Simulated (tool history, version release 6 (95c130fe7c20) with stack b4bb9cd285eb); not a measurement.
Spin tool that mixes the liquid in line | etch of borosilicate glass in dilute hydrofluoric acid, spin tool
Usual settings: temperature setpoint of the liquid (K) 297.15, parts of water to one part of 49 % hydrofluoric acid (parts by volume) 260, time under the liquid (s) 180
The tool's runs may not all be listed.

run	day	temperature setpoint of the liquid (K)	parts of water to one part of 49 % hydrofluoric acid (parts by volume)	time under the liquid (s)	read-back film thickness of the borosilicate glass reference wafer, read on the same gauge (nm)	thickness taken off the borosilicate glass on a monitor wafer (nm)
1	0.000	297.15	260	180	139.96	17.61
2	1.121	297.15	260	180	140.01	17.50
3	2.483	297.15	260	180	139.99	17.78
4	4.304	297.15	260	180	139.98	17.34
5	6.488	297.15	260	180	140.00	17.48
6	7.504	297.15	260	180	140.00	17.80
7	9.212	297.15	260	180	139.96	17.20
8	10.600	300.15	260	180	139.95	19.31
9	13.317	297.15	260	180	139.99	17.43
10	14.704	297.15	260	180	139.98	17.41
11	17.492	297.15	260	230	140.02	22.26
12	18.621	297.15	260	180	140.07	17.26
13	20.958	297.15	170	180	140.00	29.39
14	23.496	297.15	260	115	140.00	11.02
15	26.362	297.15	260	180	140.00	17.27
16	29.021	293.15	345	140	139.96	8.00
17	31.029	298.65	260	100	140.00	10.04
18	33.225	299.65	195	135	140.03	19.88
19	34.567	300.65	350	145	140.03	10.39
20	36.708	297.15	325	270	139.97	18.90
21	38.921	297.15	390	180	140.01	9.86
22	41.538	297.15	390	180	140.01	9.86
23	43.238	297.15	260	140	140.04	12.99
24	46.017	298.65	260	100	140.07	10.31
25	48.854	297.15	260	240	139.98	23.60
26	51.792	295.15	260	150	140.05	13.61
27	54.554	294.65	210	80	139.94	9.27
28	56.846	297.15	215	180	140.04	21.82
29	58.175	295.15	260	110	139.93	9.99
30	61.067	292.65	295	180	140.03	12.74
31	62.975	300.65	345	270	140.00	20.54
32	65.538	297.15	260	180	139.99	17.15

Not shown: 4 entries that the log had between the listed runs. Between which runs, and how does the tool's hidden state differ before and after?
Between runs 2 and 3: gauge calibrated (day 2.350)
  hydrofluoric acid flow below the setpoint (%): 0.537 -> 0.654
  measured less the result without the state, thickness taken off the borosilicate glass on a monitor wafer (nm): -0.12 -> -0.15
Between runs 9 and 10: thermometer replaced (day 14.562)
  hydrofluoric acid flow below the setpoint (%): 1.59 -> 1.71
  measured less the result without the state, thickness taken off the borosilicate glass on a monitor wafer (nm): -0.35 -> -0.39
Between runs 23 and 24: hydrofluoric acid flow meter replaced (day 45.996)
  hydrofluoric acid flow below the setpoint (%): 4.17 -> 0.249
  measured less the result without the state, thickness taken off the borosilicate glass on a monitor wafer (nm): -0.72 -> -0.03
Between runs 29 and 30: thermometer replaced (day 59.050)
  hydrofluoric acid flow below the setpoint (%): 1.3 -> 1.55
  measured less the result without the state, thickness taken off the borosilicate glass on a monitor wafer (nm): -0.16 -> -0.25
